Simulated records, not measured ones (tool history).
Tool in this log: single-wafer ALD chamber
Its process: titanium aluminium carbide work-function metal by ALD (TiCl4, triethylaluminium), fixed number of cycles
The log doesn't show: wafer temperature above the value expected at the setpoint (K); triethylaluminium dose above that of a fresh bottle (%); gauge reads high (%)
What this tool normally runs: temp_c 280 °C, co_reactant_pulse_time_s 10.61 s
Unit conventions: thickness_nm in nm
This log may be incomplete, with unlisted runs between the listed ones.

run,hour,temp_c,co_reactant_pulse_time_s,wafers since the last listed run,hours since the last thermocouple change,hours since the last triethylaluminium bottle change,hours since the showerhead was replaced,hours since the gauge calibration,"read-back reference wafer on the same gauge, thickness_nm",thickness_nm
1,0.0,280,10.61,0,1659.1,765.1,6383.9,373.5,1.550,1.823
2,50.4,280,10.61,842,1709.5,815.5,6434.3,423.9,1.550,1.820
3,95.8,280,10.61,759,1754.9,860.9,6479.7,469.3,1.550,1.828
4,154.7,280,10.61,985,1813.8,919.8,6538.6,528.2,1.549,1.836
5,211.4,280,10.61,948,1870.5,976.5,6595.3,584.9,1.550,1.824
6,303.7,280,9.36,1543,1962.8,1068.8,6687.6,677.2,1.550,1.807
7,396.1,280,9.36,1545,2055.2,1161.2,6780.0,769.6,1.551,1.803
8,454.5,280,9.36,976,2113.6,1219.6,6838.4,828.0,1.550,1.792
9,547.8,280,12.92,1560,2206.9,1312.9,6931.7,921.3,1.549,1.851
10,649.0,280,12.92,1692,2308.1,1414.1,7032.9,1022.5,1.551,1.846
11,685.1,280,12.92,603,2344.2,1450.2,7069.0,1058.6,1.551,1.848
# hour 696.3: triethylaluminium bottle replaced
12,724.1,285,10.61,518,2383.2,27.8,7108.0,1097.6,1.548,1.861
# hour 729.2: gauge calibrated
# hour 778.5: showerhead replaced
13,795.5,280,12.92,1060,2454.6,99.2,17.0,66.3,1.550,1.847
14,861.6,280,12.05,1105,2520.7,165.3,83.1,132.4,1.549,1.843
15,902.5,288,7.64,684,2561.6,206.2,124.0,173.3,1.549,1.832
16,1003.9,285,14.08,1695,2663.0,307.6,225.4,274.7,1.549,1.895
17,1055.2,270,8.24,858,2714.3,358.9,276.7,326.0,1.549,1.707
# hour 1087.8: thermocouple changed; heater temperature recalibrated
18,1109.0,272,12.22,766,21.2,412.7,330.5,379.8,1.549,1.776
19,1214.7,291,9.10,1767,126.9,518.4,436.2,485.5,1.551,1.894
20,1277.0,280,10.61,1041,189.2,580.7,498.5,547.8,1.551,1.811

Estimate the outcome of run 21 from the log above:
21,1379.6,280,10.61,1716,291.8,683.3,601.1,650.4,?,?

{"run 21": {"read-back reference wafer on the same gauge, thickness_nm": 1.551, "thickness_nm": 1.825}}
Were there no unlogged condition in the tool, this run, its random variation unchanged, would have produced thickness_nm 1.825 nm.
